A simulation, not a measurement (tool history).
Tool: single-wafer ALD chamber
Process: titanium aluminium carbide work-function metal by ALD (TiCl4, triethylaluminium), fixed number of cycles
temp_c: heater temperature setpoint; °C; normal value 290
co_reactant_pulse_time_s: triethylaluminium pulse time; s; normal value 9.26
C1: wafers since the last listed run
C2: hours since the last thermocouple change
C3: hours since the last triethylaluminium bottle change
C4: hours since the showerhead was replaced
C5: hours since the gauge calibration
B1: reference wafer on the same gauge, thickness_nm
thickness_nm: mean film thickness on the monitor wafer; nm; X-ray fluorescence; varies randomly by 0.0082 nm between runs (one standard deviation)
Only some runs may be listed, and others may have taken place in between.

{"run": 1, "hour": 0.0, "temp_c": 290, "co_reactant_pulse_time_s": 9.26, "C1": 0, "C2": 1842.1, "C3": 1275.0, "C4": 5812.7, "C5": 565.3, "B1": 2.311, "thickness_nm": 1.962}
{"run": 2, "hour": 33.3, "temp_c": 290, "co_reactant_pulse_time_s": 9.26, "C1": 311, "C2": 1875.4, "C3": 1308.3, "C4": 5846.0, "C5": 598.6, "B1": 2.307, "thickness_nm": 1.944}
{"run": 3, "hour": 85.4, "temp_c": 279, "co_reactant_pulse_time_s": 12.04, "C1": 486, "C2": 1927.5, "C3": 1360.4, "C4": 5898.1, "C5": 650.7, "B1": 2.309, "thickness_nm": 1.912}
{"run": 4, "hour": 134.1, "temp_c": 290, "co_reactant_pulse_time_s": 11.94, "C1": 455, "C2": 1976.2, "C3": 1409.1, "C4": 5946.8, "C5": 699.4, "B1": 2.31, "thickness_nm": 1.991}
{"run": 5, "hour": 192.3, "temp_c": 284, "co_reactant_pulse_time_s": 9.26, "C1": 543, "C2": 2034.4, "C3": 1467.3, "C4": 6005.0, "C5": 757.6, "B1": 2.308, "thickness_nm": 1.855}
{"run": 6, "hour": 257.7, "temp_c": 284, "co_reactant_pulse_time_s": 9.26, "C1": 611, "C2": 2099.8, "C3": 1532.7, "C4": 6070.4, "C5": 823.0, "B1": 2.31, "thickness_nm": 1.873}
{"run": 7, "hour": 303.1, "temp_c": 290, "co_reactant_pulse_time_s": 9.26, "C1": 424, "C2": 2145.2, "C3": 1578.1, "C4": 6115.8, "C5": 868.4, "B1": 2.309, "thickness_nm": 1.913}
{"run": 8, "hour": 337.4, "temp_c": 290, "co_reactant_pulse_time_s": 9.26, "C1": 320, "C2": 2179.5, "C3": 1612.4, "C4": 6150.1, "C5": 902.7, "B1": 2.309, "thickness_nm": 1.902}
{"run": 9, "hour": 384.4, "temp_c": 290, "co_reactant_pulse_time_s": 9.26, "C1": 439, "C2": 2226.5, "C3": 1659.4, "C4": 6197.1, "C5": 949.7, "B1": 2.311, "thickness_nm": 1.919}
{"hour": 405.4, "done": "gauge calibrated"}
{"run": 10, "hour": 416.6, "temp_c": 281, "co_reactant_pulse_time_s": 12.15, "C1": 300, "C2": 2258.7, "C3": 1691.6, "C4": 6229.3, "C5": 11.2, "B1": 2.309, "thickness_nm": 1.9}
{"run": 11, "hour": 465.4, "temp_c": 281, "co_reactant_pulse_time_s": 12.15, "C1": 456, "C2": 2307.5, "C3": 1740.4, "C4": 6278.1, "C5": 60.0, "B1": 2.309, "thickness_nm": 1.9}
{"hour": 514.0, "done": "thermocouple changed; heater temperature recalibrated"}
{"run": 12, "hour": 536.4, "temp_c": 281, "co_reactant_pulse_time_s": 12.15, "C1": 588, "C2": 22.4, "C3": 1811.4, "C4": 6349.1, "C5": 131.0, "B1": 2.31, "thickness_nm": 1.925}
{"run": 13, "hour": 601.0, "temp_c": 290, "co_reactant_pulse_time_s": 9.26, "C1": 603, "C2": 87.0, "C3": 1876.0, "C4": 6413.7, "C5": 195.6, "B1": 2.311, "thickness_nm": 1.933}
{"run": 14, "hour": 638.9, "temp_c": 290, "co_reactant_pulse_time_s": 11.59, "C1": 354, "C2": 124.9, "C3": 1913.9, "C4": 6451.6, "C5": 233.5, "B1": 2.311, "thickness_nm": 1.994}
{"run": 15, "hour": 679.7, "temp_c": 299, "co_reactant_pulse_time_s": 11.01, "C1": 381, "C2": 165.7, "C3": 1954.7, "C4": 6492.4, "C5": 274.3, "B1": 2.311, "thickness_nm": 2.063}
{"run": 16, "hour": 704.1, "temp_c": 278, "co_reactant_pulse_time_s": 9.26, "C1": 228, "C2": 190.1, "C3": 1979.1, "C4": 6516.8, "C5": 298.7, "B1": 2.31, "thickness_nm": 1.794}
{"hour": 726.1, "done": "triethylaluminium bottle replaced"}
{"run": 17, "hour": 751.0, "temp_c": 294, "co_reactant_pulse_time_s": 9.26, "C1": 363, "C2": 237.0, "C3": 24.9, "C4": 6563.7, "C5": 345.6, "B1": 2.309, "thickness_nm": 2.046}
{"run": 18, "hour": 811.1, "temp_c": 283, "co_reactant_pulse_time_s": 9.26, "C1": 561, "C2": 297.1, "C3": 85.0, "C4": 6623.8, "C5": 405.7, "B1": 2.308, "thickness_nm": 1.955}
{"hour": 845.4, "done": "showerhead replaced"}
{"run": 19, "hour": 851.4, "temp_c": 280, "co_reactant_pulse_time_s": 11.2, "C1": 301, "C2": 337.4, "C3": 125.3, "C4": 6.0, "C5": 446.0, "B1": 2.312, "thickness_nm": 1.96}
{"run": 20, "hour": 917.4, "temp_c": 290, "co_reactant_pulse_time_s": 9.26, "C1": 616, "C2": 403.4, "C3": 191.3, "C4": 72.0, "C5": 512.0, "B1": 2.308, "thickness_nm": 2.022}
{"run": 21, "hour": 972.1, "temp_c": 299, "co_reactant_pulse_time_s": 12.51, "C1": 511, "C2": 458.1, "C3": 246.0, "C4": 126.7, "C5": 566.7, "B1": 2.309, "thickness_nm": 2.15}
{"run": 22, "hour": 999.9, "temp_c": 290, "co_reactant_pulse_time_s": 9.26, "C1": 259, "C2": 485.9, "C3": 273.8, "C4": 154.5, "C5": 594.5, "B1": 2.31, "thickness_nm": 2.022}
{"run": 23, "hour": 1041.9, "temp_c": 278, "co_reactant_pulse_time_s": 11.3, "C1": 392, "C2": 527.9, "C3": 315.8, "C4": 196.5, "C5": 636.5, "B1": 2.309, "thickness_nm": 1.927}
{"run": 24, "hour": 1073.7, "temp_c": 290, "co_reactant_pulse_time_s": 9.26, "C1": 297, "C2": 559.7, "C3": 347.6, "C4": 228.3, "C5": 668.3, "B1": 2.311, "thickness_nm": 2.014}
{"run": 25, "hour": 1143.0, "temp_c": 280, "co_reactant_pulse_time_s": 9.26, "C1": 647, "C2": 629.0, "C3": 416.9, "C4": 297.6, "C5": 737.6, "B1": 2.31, "thickness_nm": 1.919}
{"run": 26, "hour": 1194.0, "temp_c": 283, "co_reactant_pulse_time_s": 5.89, "C1": 476, "C2": 680.0, "C3": 467.9, "C4": 348.6, "C5": 788.6, "B1": 2.311, "thickness_nm": 1.777}
{"run": 27, "hour": 1256.4, "temp_c": 302, "co_reactant_pulse_time_s": 6.4, "C1": 583, "C2": 742.4, "C3": 530.3, "C4": 411.0, "C5": 851.0, "B1": 2.308, "thickness_nm": 1.989}
{"run": 28, "hour": 1327.0, "temp_c": 290, "co_reactant_pulse_time_s": 9.26, "C1": 659, "C2": 813.0, "C3": 600.9, "C4": 481.6, "C5": 921.6, "B1": 2.31, "thickness_nm": 1.995}
{"run": 29, "hour": 1355.4, "temp_c": 283, "co_reactant_pulse_time_s": 6.71, "C1": 265, "C2": 841.4, "C3": 629.3, "C4": 510.0, "C5": 950.0, "B1": 2.308, "thickness_nm": 1.827}
{"run": 30, "hour": 1390.4, "temp_c": 298, "co_reactant_pulse_time_s": 7.54, "C1": 327, "C2": 876.4, "C3": 664.3, "C4": 545.0, "C5": 985.0, "B1": 2.311, "thickness_nm": 2.017}
{"run": 31, "hour": 1435.7, "temp_c": 280, "co_reactant_pulse_time_s": 9.26, "C1": 423, "C2": 921.7, "C3": 709.6, "C4": 590.3, "C5": 1030.3, "B1": 2.309, "thickness_nm": 1.892}
{"hour": 1457.6, "done": "gauge calibrated"}
{"run": 32, "hour": 1494.8, "temp_c": 297, "co_reactant_pulse_time_s": 6.78, "C1": 552, "C2": 980.8, "C3": 768.7, "C4": 649.4, "C5": 37.2, "B1": 2.31, "thickness_nm": 1.941}

Measured result minus the same run's result without the hidden state. Both carry the same run-to-run variation, though not necessarily the same gauge scatter:
What the log doesn't record here: wafer temperature above the value expected at the setpoint (K); triethylaluminium dose above that of a fresh bottle (%); gauge reads high (%).
run=1 thickness_nm=-0.066
run=2 thickness_nm=-0.069
run=3 thickness_nm=-0.056
run=4 thickness_nm=-0.061
run=5 thickness_nm=-0.083
run=6 thickness_nm=-0.091
run=7 thickness_nm=-0.098
run=8 thickness_nm=-0.102
run=9 thickness_nm=-0.109
run=10 thickness_nm=-0.083
run=11 thickness_nm=-0.088
run=12 thickness_nm=-0.042
run=13 thickness_nm=-0.088
run=14 thickness_nm=-0.060
run=15 thickness_nm=-0.075
run=16 thickness_nm=-0.097
run=17 thickness_nm=-0.002
run=18 thickness_nm=-0.002
run=19 thickness_nm=-0.002
run=20 thickness_nm=-0.003
run=21 thickness_nm=-0.002
run=22 thickness_nm=-0.005
run=23 thickness_nm=-0.003
run=24 thickness_nm=-0.006
run=25 thickness_nm=-0.008
run=26 thickness_nm=-0.016
run=27 thickness_nm=-0.018
run=28 thickness_nm=-0.014
run=29 thickness_nm=-0.021
run=30 thickness_nm=-0.021
run=31 thickness_nm=-0.018
run=32 thickness_nm=-0.031
